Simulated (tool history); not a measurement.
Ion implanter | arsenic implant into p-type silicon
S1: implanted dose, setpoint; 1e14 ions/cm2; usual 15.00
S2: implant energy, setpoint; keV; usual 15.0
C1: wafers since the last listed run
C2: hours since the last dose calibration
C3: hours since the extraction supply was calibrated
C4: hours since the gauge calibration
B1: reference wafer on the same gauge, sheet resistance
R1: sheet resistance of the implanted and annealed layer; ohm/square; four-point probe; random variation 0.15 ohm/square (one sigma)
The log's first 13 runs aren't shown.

{"hour": 663.4, "done": "gauge calibrated"}
{"run": 14, "hour": 738.3, "S1": 18.44, "S2": 19.5, "C1": 1637, "C2": 1388.5, "C3": 4327.5, "C4": 74.9, "B1": 93.0, "R1": 86.09}
{"run": 15, "hour": 805.8, "S1": 13.32, "S2": 11.5, "C1": 936, "C2": 1456.0, "C3": 4395.0, "C4": 142.4, "B1": 93.03, "R1": 105.82}
{"run": 16, "hour": 832.0, "S1": 18.47, "S2": 17.0, "C1": 363, "C2": 1482.2, "C3": 4421.2, "C4": 168.6, "B1": 93.05, "R1": 87.1}
{"run": 17, "hour": 879.9, "S1": 10.97, "S2": 18.0, "C1": 664, "C2": 1530.1, "C3": 4469.1, "C4": 216.5, "B1": 93.04, "R1": 116.61}
{"run": 18, "hour": 907.5, "S1": 15.0, "S2": 15.0, "C1": 383, "C2": 1557.7, "C3": 4496.7, "C4": 244.1, "B1": 93.08, "R1": 97.61}
{"hour": 986.1, "done": "Faraday cup replaced and dose calibrated"}
{"run": 19, "hour": 986.6, "S1": 19.2, "S2": 17.0, "C1": 986, "C2": 0.5, "C3": 4575.8, "C4": 323.2, "B1": 93.02, "R1": 86.32}
{"run": 20, "hour": 1019.0, "S1": 15.0, "S2": 13.0, "C1": 449, "C2": 32.9, "C3": 4608.2, "C4": 355.6, "B1": 92.98, "R1": 99.76}
{"run": 21, "hour": 1068.1, "S1": 12.3, "S2": 12.5, "C1": 681, "C2": 82.0, "C3": 4657.3, "C4": 404.7, "B1": 92.97, "R1": 112.26}
{"run": 22, "hour": 1135.6, "S1": 15.0, "S2": 19.0, "C1": 936, "C2": 149.5, "C3": 4724.8, "C4": 472.2, "B1": 93.04, "R1": 96.98}
{"run": 23, "hour": 1159.7, "S1": 13.95, "S2": 16.5, "C1": 334, "C2": 173.6, "C3": 4748.9, "C4": 496.3, "B1": 92.98, "R1": 102.2}
{"run": 24, "hour": 1208.4, "S1": 17.19, "S2": 13.0, "C1": 675, "C2": 222.3, "C3": 4797.6, "C4": 545.0, "B1": 92.97, "R1": 92.95}
{"run": 25, "hour": 1249.2, "S1": 16.45, "S2": 12.0, "C1": 566, "C2": 263.1, "C3": 4838.4, "C4": 585.8, "B1": 92.98, "R1": 95.19}
{"hour": 1279.7, "done": "extraction supply calibrated"}
{"run": 26, "hour": 1304.4, "S1": 13.02, "S2": 15.0, "C1": 655, "C2": 318.3, "C3": 24.7, "C4": 641.0, "B1": 93.01, "R1": 106.94}
{"run": 27, "hour": 1347.7, "S1": 19.13, "S2": 13.0, "C1": 600, "C2": 361.6, "C3": 68.0, "C4": 684.3, "B1": 92.98, "R1": 88.23}
{"run": 28, "hour": 1436.7, "S1": 13.34, "S2": 12.0, "C1": 1235, "C2": 450.6, "C3": 157.0, "C4": 773.3, "B1": 93.02, "R1": 106.61}
{"run": 29, "hour": 1479.0, "S1": 15.0, "S2": 15.0, "C1": 587, "C2": 492.9, "C3": 199.3, "C4": 815.6, "B1": 93.0, "R1": 98.58}
{"run": 30, "hour": 1532.8, "S1": 13.27, "S2": 13.5, "C1": 746, "C2": 546.7, "C3": 253.1, "C4": 869.4, "B1": 92.96, "R1": 105.86}
{"run": 31, "hour": 1564.5, "S1": 12.87, "S2": 11.0, "C1": 439, "C2": 578.4, "C3": 284.8, "C4": 901.1, "B1": 93.05, "R1": 108.95}
{"run": 32, "hour": 1601.9, "S1": 19.36, "S2": 13.0, "C1": 519, "C2": 615.8, "C3": 322.2, "C4": 938.5, "B1": 93.01, "R1": 87.55}
{"run": 33, "hour": 1628.2, "S1": 17.27, "S2": 15.0, "C1": 365, "C2": 642.1, "C3": 348.5, "C4": 964.8, "B1": 93.01, "R1": 91.17}
{"run": 34, "hour": 1656.2, "S1": 15.0, "S2": 12.5, "C1": 388, "C2": 670.1, "C3": 376.5, "C4": 992.8, "B1": 93.0, "R1": 99.26}
{"run": 35, "hour": 1704.9, "S1": 15.0, "S2": 17.0, "C1": 675, "C2": 718.8, "C3": 425.2, "C4": 1041.5, "B1": 93.07, "R1": 97.45}
{"run": 36, "hour": 1772.0, "S1": 18.71, "S2": 13.0, "C1": 931, "C2": 785.9, "C3": 492.3, "C4": 1108.6, "B1": 93.07, "R1": 88.58}

5 ways to go on from here, each from the tool as it stands after run 36. What would each give?
{"run": "A", "hour": 1772.4, "S1": 15.0, "S2": 15.0, "C1": 5, "C2": 786.3, "C3": 492.7, "C4": 1109.0, "B1": "?", "R1": "?"}
{"run": "B", "hour": 1772.4, "S1": 13.05, "S2": 15.0, "C1": 5, "C2": 786.3, "C3": 492.7, "C4": 1109.0, "B1": "?", "R1": "?"}
{"run": "C", "hour": 1772.4, "S1": 19.25, "S2": 13.0, "C1": 5, "C2": 786.3, "C3": 492.7, "C4": 1109.0, "B1": "?", "R1": "?"}
{"run": "D", "hour": 1772.4, "S1": 18.99, "S2": 11.0, "C1": 5, "C2": 786.3, "C3": 492.7, "C4": 1109.0, "B1": "?", "R1": "?"}
{"run": "E", "hour": 1772.4, "S1": 17.52, "S2": 13.0, "C1": 5, "C2": 786.3, "C3": 492.7, "C4": 1109.0, "B1": "?", "R1": "?"}

run=A B1=92.99 R1=97.89
run=B B1=92.99 R1=105.96
run=C B1=92.99 R1=87.43
run=D B1=92.99 R1=88.73
run=E B1=92.99 R1=91.27
Without the tool's hidden state the same runs would have given:
run=A R1=98.66
run=B R1=106.88
run=C R1=87.99
run=D R1=89.30
run=E R1=91.90

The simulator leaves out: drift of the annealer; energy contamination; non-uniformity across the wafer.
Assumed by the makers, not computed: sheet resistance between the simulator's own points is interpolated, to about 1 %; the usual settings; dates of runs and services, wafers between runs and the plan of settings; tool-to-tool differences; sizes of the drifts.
